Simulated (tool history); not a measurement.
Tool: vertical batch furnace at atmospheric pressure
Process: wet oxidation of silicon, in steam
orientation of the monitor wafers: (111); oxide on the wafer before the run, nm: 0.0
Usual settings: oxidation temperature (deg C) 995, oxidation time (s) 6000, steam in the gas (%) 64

| run | hour | oxidation temperature (deg C) | oxidation time (s) | steam in the gas (%) | wafers since the last listed run | hours since the last temperature calibration | hours since the steam generator was serviced | hours since the gauge calibration | read-back reference wafer on the same gauge, thickness | oxide thickness on the monitor wafer (angstrom) |
|---|---|---|---|---|---|---|---|---|---|---|
| 1 | 0 | 995 | 6000 | 64 | 0 | 1024.6 | 1916.6 | 195.5 | 552.22 | 5401.2 |
| 2 | 8 | 995 | 7380 | 64 | 87 | 1032.6 | 1924.6 | 203.5 | 552.5 | 6122.6 |
| 3 | 19.4 | 995 | 7380 | 64 | 124 | 1044 | 1936 | 214.9 | 552.18 | 6113.3 |
| 4 | 35.3 | 995 | 6000 | 64 | 173 | 1059.9 | 1951.9 | 230.8 | 551.57 | 5375.1 |
| 5 | 51.7 | 995 | 6000 | 64 | 178 | 1076.3 | 1968.3 | 247.2 | 551.54 | 5407.7 |
| 6 | 63.2 | 995 | 6000 | 64 | 125 | 1087.8 | 1979.8 | 258.7 | 551.59 | 5405.4 |
| 7 | 76 | 983 | 6000 | 64 | 139 | 1100.6 | 1992.6 | 271.5 | 552.99 | 5046.1 |
| 8 | 84.7 | 995 | 6000 | 64 | 94 | 1109.3 | 2001.3 | 280.2 | 552.28 | 5396.3 |
| 9 | 96.2 | 995 | 6000 | 64 | 125 | 1120.8 | 2012.8 | 291.7 | 552.11 | 5363.9 |
| 10 | 108 | 995 | 6000 | 64 | 128 | 1132.6 | 2024.6 | 303.5 | 552.04 | 5368 |
| 11 | 124.4 | 995 | 6000 | 64 | 178 | 1149 | 2041 | 319.9 | 552.07 | 5429.6 |
| 12 | 142.5 | 995 | 6000 | 72 | 197 | 1167.1 | 2059.1 | 338 | 552 | 5781 |
| 13 | 156.9 | 995 | 6000 | 64 | 157 | 1181.5 | 2073.5 | 352.4 | 552.99 | 5347.8 |
| 14 | 167.8 | 995 | 6000 | 64 | 118 | 1192.4 | 2084.4 | 363.3 | 552.81 | 5391.7 |
| 15 | 184.9 | 995 | 6000 | 64 | 186 | 1209.5 | 2101.5 | 380.4 | 552.07 | 5374.6 |
| 16 | 202.3 | 995 | 6000 | 64 | 189 | 1226.9 | 2118.9 | 397.8 | 552.15 | 5449.1 |
| 17 | 224 | 995 | 6000 | 64 | 236 | 1248.6 | 2140.6 | 419.5 | 552.17 | 5418 |
| 18 | 238.1 | 995 | 7170 | 64 | 153 | 1262.7 | 2154.7 | 433.6 | 551.98 | 6056.7 |
|  | 254.8 | gauge calibrated |
| 19 | 259.6 | 995 | 7170 | 64 | 234 | 1284.2 | 2176.2 | 4.8 | 552.11 | 6044 |
| 20 | 281.3 | 995 | 6000 | 64 | 236 | 1305.9 | 2197.9 | 26.5 | 552.34 | 5423 |
| 21 | 298.1 | 1011 | 7830 | 76 | 183 | 1322.7 | 2214.7 | 43.3 | 552.36 | 7586.8 |
| 22 | 316 | 995 | 6000 | 58 | 195 | 1340.6 | 2232.6 | 61.2 | 551.86 | 5097.2 |
| 23 | 331.1 | 995 | 6000 | 64 | 164 | 1355.7 | 2247.7 | 76.3 | 551.98 | 5386.4 |
| 24 | 345.6 | 1008 | 8040 | 52 | 158 | 1370.2 | 2262.2 | 90.8 | 551.78 | 6095.3 |
| 25 | 353.8 | 995 | 6000 | 64 | 89 | 1378.4 | 2270.4 | 99 | 551.99 | 5404 |
| 26 | 366.2 | 1020 | 4080 | 57 | 135 | 1390.8 | 2282.8 | 111.4 | 552.19 | 4543.1 |
| 27 | 384.5 | 995 | 6000 | 68 | 199 | 1409.1 | 2301.1 | 129.7 | 552.43 | 5594.2 |
|  | 451.8 | thermocouples replaced and temperature profile calibrated |
|  | 464.5 | steam generator serviced |
| 28 | 465 | 995 | 6000 | 64 | 478 | 13.2 | 0.5 | 210.2 | 551.85 | 5410 |
| 29 | 470.1 | 995 | 6000 | 64 | 55 | 18.3 | 5.6 | 215.3 | 551.03 | 5404.2 |
| 30 | 475.3 | 995 | 5070 | 64 | 56 | 23.5 | 10.8 | 220.5 | 552.17 | 4841.4 |
| 31 | 480.4 | 981 | 4740 | 72 | 55 | 28.6 | 15.9 | 225.6 | 552.38 | 4636.8 |
| 32 | 489.4 | 1011 | 3150 | 69 | 98 | 37.6 | 24.9 | 234.6 | 551.99 | 4158.4 |
| 33 | 497 | 1020 | 4080 | 57 | 82 | 45.2 | 32.5 | 242.2 | 552.13 | 4559.7 |
| 34 | 508.8 | 995 | 6000 | 64 | 128 | 57 | 44.3 | 254 | 551.81 | 5421.7 |
| 35 | 527.3 | 995 | 8280 | 64 | 201 | 75.5 | 62.8 | 272.5 | 551.92 | 6566 |
| 36 | 536.9 | 1017 | 7350 | 74 | 104 | 85.1 | 72.4 | 282.1 | 551.71 | 7379.5 |
| 37 | 546.4 | 1016 | 6000 | 60 | 103 | 94.6 | 81.9 | 291.6 | 552.34 | 5816.4 |
| 38 | 585.7 | 995 | 4290 | 64 | 428 | 133.9 | 121.2 | 330.9 | 552.61 | 4376.5 |
| 39 | 596.2 | 1018 | 3690 | 73 | 114 | 144.4 | 131.7 | 341.4 | 551.12 | 4899.8 |

Forecast each of these 3 alternatives for the next run:
| A | 601.4 | 995 | 6000 | 69 | 56 | 149.6 | 136.9 | 346.6 | ? | ? |
| B | 601.4 | 978 | 3390 | 67 | 56 | 149.6 | 136.9 | 346.6 | ? | ? |
| C | 601.4 | 977 | 4890 | 57 | 56 | 149.6 | 136.9 | 346.6 | ? | ? |

| run | read-back reference wafer on the same gauge, thickness | oxide thickness on the monitor wafer (angstrom) |
|---|---|---|
| A | 551.86 | 5670.2 |
| B | 551.86 | 3467.4 |
| C | 551.86 | 3949.5 |
Without the tool's hidden state the same runs would have given:
| run | oxide thickness on the monitor wafer (angstrom) |
|---|---|
| A | 5670.2 |
| B | 3467.4 |
| C | 3949.5 |
